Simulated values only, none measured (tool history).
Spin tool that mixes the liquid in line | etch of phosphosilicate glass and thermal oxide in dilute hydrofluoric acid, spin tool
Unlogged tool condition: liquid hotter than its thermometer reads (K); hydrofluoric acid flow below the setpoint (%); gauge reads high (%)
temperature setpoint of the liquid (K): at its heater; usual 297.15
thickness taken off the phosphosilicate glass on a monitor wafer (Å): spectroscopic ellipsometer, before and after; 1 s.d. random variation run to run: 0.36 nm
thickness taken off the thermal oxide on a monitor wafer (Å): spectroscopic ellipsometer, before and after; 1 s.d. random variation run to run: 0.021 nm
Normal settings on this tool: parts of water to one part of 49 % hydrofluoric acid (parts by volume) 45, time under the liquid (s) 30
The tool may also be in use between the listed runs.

run,hour,temperature setpoint of the liquid (K),parts of water to one part of 49 % hydrofluoric acid (parts by volume),time under the liquid (s),wafers since the last listed run,hours since the thermometer was replaced,hours since the hydrofluoric acid flow meter was replaced,hours since the gauge calibration,"read-back film thickness of the phosphosilicate glass reference wafer, read on the same gauge (nm)","read-back film thickness of the thermal oxide reference wafer, read on the same gauge (nm)",thickness taken off the phosphosilicate glass on a monitor wafer (Å),thickness taken off the thermal oxide on a monitor wafer (Å)
1,0,297.15,45,40,0,35.6,555.8,241.4,59.99,150.02,1125.7,46.36
2,6.6,297.15,45,25,119,42.2,562.4,248,59.96,150,705,29.04
3,14.8,297.15,45,25,148,50.4,570.6,256.2,60.03,150.004,702.2,29.09
4,23.4,297.15,45,20,155,59,579.2,264.8,59.98,149.987,562.1,23.13
5,39.1,299.65,60,25,284,74.7,594.9,280.5,59.99,150,570.7,23.56
6,51.2,295.15,45,45,219,86.8,607,292.6,60,150.004,1158.8,47.69
7,68.4,298.65,45,45,311,104,624.2,309.8,60,150.024,1341.5,55.42
8,77,297.15,40,30,155,112.6,632.8,318.4,60,149.996,951.4,38.78
9,93.3,297.15,25,40,295,128.9,649.1,334.7,60,149.965,2078.6,84.85
10,103.8,294.15,45,35,190,139.4,659.6,345.2,60,149.991,865.1,35.48
# hour 115.1: gauge calibrated
11,118.2,302.15,45,20,261,153.8,674,3.1,60.03,149.987,686.5,28.07
# hour 136.4: hydrofluoric acid flow meter replaced
12,136.9,297.15,45,30,321,172.5,0.5,21.8,59.98,149.978,893.2,36.95
13,152,302.15,55,20,273,187.6,15.6,36.9,59.96,150.012,590.8,24.18
14,165.1,297.15,45,30,237,200.7,28.7,50,60,150.008,899.1,36.79
15,178.5,299.65,60,45,243,214.1,42.1,63.4,59.98,149.972,1094.7,44.19
16,187.5,297.15,45,30,163,223.1,51.1,72.4,60.02,149.999,898,37.21
17,197,298.65,45,30,172,232.6,60.6,81.9,59.95,150.01,953.9,38.88
18,203.8,297.15,45,50,123,239.4,67.4,88.7,60.01,150,1485.3,60.84
19,210.7,295.65,45,30,125,246.3,74.3,95.6,59.97,150.012,841.5,34.37
20,261.9,297.15,45,30,928,297.5,125.5,146.8,60.02,149.996,896.3,36.78
21,279.7,297.15,30,45,322,315.3,143.3,164.6,60.01,149.999,2058.4,83.79
22,289.3,297.15,45,30,174,324.9,152.9,174.2,60.03,149.992,885.7,36.51
23,298.4,301.65,60,30,165,334,162,183.3,60,149.985,784.4,31.98
24,305.3,297.15,45,30,125,340.9,168.9,190.2,60.04,149.996,885,36.22
25,322.3,299.65,35,30,308,357.9,185.9,207.2,60.05,149.977,1286,52.44
26,333.9,302.15,45,20,210,369.5,197.5,218.8,59.99,150.032,724.6,29.81

Below are 4 alternative next runs, each starting from the tool's condition after run 26. Predict each:
A,334.3,297.15,35,30,7,369.9,197.9,219.2,?,?,?,?
B,334.3,293.15,65,30,7,369.9,197.9,219.2,?,?,?,?
C,334.3,295.65,30,15,7,369.9,197.9,219.2,?,?,?,?
D,334.3,300.65,45,15,7,369.9,197.9,219.2,?,?,?,?

run,"read-back film thickness of the phosphosilicate glass reference wafer, read on the same gauge (nm)","read-back film thickness of the thermal oxide reference wafer, read on the same gauge (nm)",thickness taken off the phosphosilicate glass on a monitor wafer (Å),thickness taken off the thermal oxide on a monitor wafer (Å)
A,59.99,150.014,1162.1,47.48
B,59.99,150.014,509.4,20.81
C,59.99,150.014,641.1,26.19
D,59.99,150.014,513.4,20.97
Take away the tool's hidden state, keep each run's random variation, and the runs would have read:
run,thickness taken off the phosphosilicate glass on a monitor wafer (Å),thickness taken off the thermal oxide on a monitor wafer (Å)
A,1145.6,46.8
B,502.5,20.53
C,631.7,25.81
D,507,20.71
